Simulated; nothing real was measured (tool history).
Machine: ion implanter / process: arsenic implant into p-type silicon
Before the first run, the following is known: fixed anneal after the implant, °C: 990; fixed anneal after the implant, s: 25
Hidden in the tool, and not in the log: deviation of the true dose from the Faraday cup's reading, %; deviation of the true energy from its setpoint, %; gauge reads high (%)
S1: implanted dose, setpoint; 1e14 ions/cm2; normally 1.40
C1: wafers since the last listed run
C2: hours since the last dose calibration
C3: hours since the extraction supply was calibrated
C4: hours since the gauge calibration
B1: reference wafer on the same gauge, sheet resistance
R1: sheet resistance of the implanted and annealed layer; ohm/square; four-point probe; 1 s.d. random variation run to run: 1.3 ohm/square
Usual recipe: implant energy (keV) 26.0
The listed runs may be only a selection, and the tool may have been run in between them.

run 1 hour=0.0 | S1=1.08 implant_energy_(keV)=26.0 | C1=0 C2=2079.3 C3=4098.0 C4=886.2 | B1=565.01 | R1=709.85
run 2 hour=30.6 | S1=1.08 implant_energy_(keV)=26.0 | C1=447 C2=2109.9 C3=4128.6 C4=916.8 | B1=565.19 | R1=707.11
run 3 hour=56.6 | S1=1.40 implant_energy_(keV)=29.0 | C1=380 C2=2135.9 C3=4154.6 C4=942.8 | B1=564.95 | R1=582.57
run 4 hour=81.2 | S1=1.40 implant_energy_(keV)=29.0 | C1=359 C2=2160.5 C3=4179.2 C4=967.4 | B1=565.05 | R1=581.77
run 5 hour=117.3 | S1=1.40 implant_energy_(keV)=29.0 | C1=528 C2=2196.6 C3=4215.3 C4=1003.5 | B1=564.85 | R1=578.39
run 6 hour=179.3 | S1=1.40 implant_energy_(keV)=26.0 | C1=907 C2=2258.6 C3=4277.3 C4=1065.5 | B1=564.90 | R1=592.32
run 7 hour=227.8 | S1=1.40 implant_energy_(keV)=26.0 | C1=709 C2=2307.1 C3=4325.8 C4=1114.0 | B1=565.14 | R1=592.51
run 8 hour=282.4 | S1=1.30 implant_energy_(keV)=24.0 | C1=798 C2=2361.7 C3=4380.4 C4=1168.6 | B1=564.99 | R1=634.09
run 9 hour=350.4 | S1=1.40 implant_energy_(keV)=26.0 | C1=995 C2=2429.7 C3=4448.4 C4=1236.6 | B1=565.03 | R1=594.56
run 10 hour=410.2 | S1=1.40 implant_energy_(keV)=26.0 | C1=875 C2=2489.5 C3=4508.2 C4=1296.4 | B1=565.06 | R1=592.24
-- hour=432.4 gauge calibrated
run 11 hour=463.2 | S1=1.54 implant_energy_(keV)=31.0 | C1=775 C2=2542.5 C3=4561.2 C4=30.8 | B1=564.92 | R1=538.42
-- hour=550.3 Faraday cup replaced and dose calibrated
run 12 hour=670.0 | S1=1.54 implant_energy_(keV)=31.0 | C1=2909 C2=119.7 C3=4768.0 C4=237.6 | B1=565.16 | R1=526.40
run 13 hour=710.0 | S1=1.70 implant_energy_(keV)=26.0 | C1=585 C2=159.7 C3=4808.0 C4=277.6 | B1=564.80 | R1=503.78
-- hour=770.6 extraction supply calibrated
run 14 hour=771.1 | S1=1.70 implant_energy_(keV)=26.0 | C1=777 C2=220.8 C3=0.5 C4=338.7 | B1=564.87 | R1=505.62
run 15 hour=796.3 | S1=1.29 implant_energy_(keV)=29.0 | C1=368 C2=246.0 C3=25.7 C4=363.9 | B1=564.87 | R1=606.49
run 16 hour=824.9 | S1=1.40 implant_energy_(keV)=33.5 | C1=418 C2=274.6 C3=54.3 C4=392.5 | B1=565.27 | R1=557.04
run 17 hour=876.8 | S1=1.40 implant_energy_(keV)=29.0 | C1=759 C2=326.5 C3=106.2 C4=444.4 | B1=564.86 | R1=574.59

Run 18 has not been measured yet. What should we expect?
run 18 hour=914.2 | S1=1.52 implant_energy_(keV)=26.0 | C1=547 C2=363.9 C3=143.6 C4=481.8 | B1=? | R1=?

For run 18 the tool returned B1 564.98, R1 550.90 ohm/square.
Take away the tool's hidden state, keep the run-to-run variation as it was, and the same run would have given R1 541.28 ohm/square.
